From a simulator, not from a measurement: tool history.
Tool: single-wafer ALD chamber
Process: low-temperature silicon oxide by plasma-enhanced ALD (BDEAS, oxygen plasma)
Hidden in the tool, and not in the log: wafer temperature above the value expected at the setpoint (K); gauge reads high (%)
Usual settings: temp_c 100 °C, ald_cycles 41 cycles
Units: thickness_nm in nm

run    hour  temp_c  ald_cycles  wafers since the last listed run  hours since the last thermocouple change  hours since the gauge calibration  read-back reference wafer on the same gauge, thickness_nm  thickness_nm
  1     0.0     100          41                                 0                                     618.4                              719.2                                                      6.388         6.042
  2    52.6     100          41                               390                                     671.0                              771.8                                                      6.385         6.096
  3   131.5     100          41                               586                                     749.9                              850.7                                                      6.382         6.066
      161.5  -- gauge calibrated
  4   182.5     100          41                               379                                     800.9                               21.0                                                      6.386         6.050
  5   252.6     100          41                               521                                     871.0                               91.1                                                      6.384         6.060
  6   292.9     100          41                               299                                     911.3                              131.4                                                      6.388         6.058
  7   398.9     100          41                               787                                    1017.3                              237.4                                                      6.389         6.053
  8   720.3     100          41                              2389                                    1338.7                              558.8                                                      6.389         6.054
  9   772.4     107          41                               387                                    1390.8                              610.9                                                      6.384         5.959
 10   817.0     107          41                               331                                    1435.4                              655.5                                                      6.388         5.991
 11   911.9     107          41                               705                                    1530.3                              750.4                                                      6.387         5.971
 12  1016.5     100          41                               777                                    1634.9                              855.0                                                      6.382         6.028
 13  1063.4     100          41                               348                                    1681.8                              901.9                                                      6.390         6.037
 14  1114.3     108          48                               378                                    1732.7                              952.8                                                      6.391         6.978
     1169.5  -- thermocouple changed; heater temperature recalibrated
 15  1183.1     115          41                               451                                      13.6                             1021.6                                                      6.393         5.962
     1204.6  -- gauge calibrated
 16  1264.7     108          35                               606                                      95.2                               60.1                                                      6.395         5.157
 17  1366.5     112          44                               756                                     197.0                              161.9                                                      6.391         6.404
 18  1420.4      91          38                               400                                     250.9                              215.8                                                      6.388         5.817
 19  1494.9      95          37                               553                                     325.4                              290.3                                                      6.396         5.588
 20  1553.0     100          41                               431                                     383.5                              348.4                                                      6.396         6.093
 21  1620.2     100          41                               499                                     450.7                              415.6                                                      6.387         6.085
 22  1670.5     109          34                               373                                     501.0                              465.9                                                      6.395         4.929

Forecast each of these 3 alternatives for the next run:
  A  1671.0     100          47                                 3                                     501.5                              466.4                                                          ?             ?
  B  1671.0      89          36                                 3                                     501.5                              466.4                                                          ?             ?
  C  1671.0     105          45                                 3                                     501.5                              466.4                                                          ?             ?

run  read-back reference wafer on the same gauge, thickness_nm  thickness_nm
  A                                                      6.388         6.966
  B                                                      6.388         5.535
  C                                                      6.388         6.600
Without the tool's hidden state the same runs would have given:
run  thickness_nm
  A         7.024
  B         5.624
  C         6.656
